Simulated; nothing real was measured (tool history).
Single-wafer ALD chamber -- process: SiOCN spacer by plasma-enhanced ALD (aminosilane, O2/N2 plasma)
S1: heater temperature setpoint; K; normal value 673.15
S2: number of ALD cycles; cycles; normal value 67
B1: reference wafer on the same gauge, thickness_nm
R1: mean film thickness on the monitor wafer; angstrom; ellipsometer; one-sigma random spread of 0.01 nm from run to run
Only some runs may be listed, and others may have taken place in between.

run	hour	S1	S2	B1	R1
1	0	673.15	67	3.974	41.13
2	19.9	673.15	67	3.977	40.97
3	34.8	673.15	67	3.974	41.11
4	46.4	673.15	67	3.966	41.05
5	62.3	673.15	67	3.965	40.96
6	73.8	673.15	67	3.968	40.84
7	89	673.15	67	3.962	40.95
8	101	673.15	67	3.962	40.91
9	112.6	673.15	67	3.957	41.02
10	119.8	673.15	67	3.965	40.92
11	130.1	669.15	64	3.957	39.18
12	144.9	678.15	71	3.957	42.74
13	171.7	678.15	71	3.956	42.71
14	182.1	678.15	71	3.946	42.64
15	196.2	673.15	76	3.946	46.33
16	203.9	673.15	76	3.946	46.32
# hour 214.2: gauge calibrated
17	220.6	673.15	76	4.012	46.86
# hour 229.2: thermocouple changed; heater temperature recalibrated
18	234.4	673.15	67	4.014	41.42
19	244.7	673.15	67	4.007	41.25
20	259.9	686.15	54	4.007	32.17
21	268.5	665.15	58	4.005	35.72
22	284.9	668.15	72	4.003	44.7
23	296.1	664.15	67	4.009	41.45
24	312.8	673.15	59	4.004	36.43
25	323.3	673.15	67	4.001	41.57
26	377	673.15	67	3.987	41.22
27	392.8	677.15	75	3.985	45.6
28	400	679.15	63	3.983	38.26
29	411	678.15	74	3.987	44.87
30	425.8	683.15	56	3.988	33.59
31	442.7	683.15	75	3.982	44.86
32	449.6	668.15	76	3.975	46.53
33	466	677.15	61	3.98	37.14
34	481.5	666.15	63	3.976	38.77
35	491.4	677.15	78	3.974	47.15
36	504	665.15	79	3.98	48.42
37	510.4	673.15	67	3.974	41.13
38	523.6	686.15	54	3.966	31.96
39	538.4	664.15	78	3.968	47.66

Same runs, no hidden state in the tool, same run-to-run variation:
Hidden state at play: wafer temperature above the value expected at the setpoint (K); gauge reads high (%).
run	R1
1	41.48
2	41.34
3	41.51
4	41.47
5	41.4
6	41.29
7	41.43
8	41.41
9	41.53
10	41.44
11	39.7
12	43.32
13	43.34
14	43.28
15	47.05
16	47.06
17	46.82
18	41.4
19	41.25
20	32.19
21	35.75
22	44.76
23	41.53
24	36.52
25	41.69
26	41.42
27	45.85
28	38.48
29	45.14
30	33.81
31	45.18
32	46.87
33	37.43
34	39.1
35	47.57
36	48.87
37	41.52
38	32.28
39	48.16
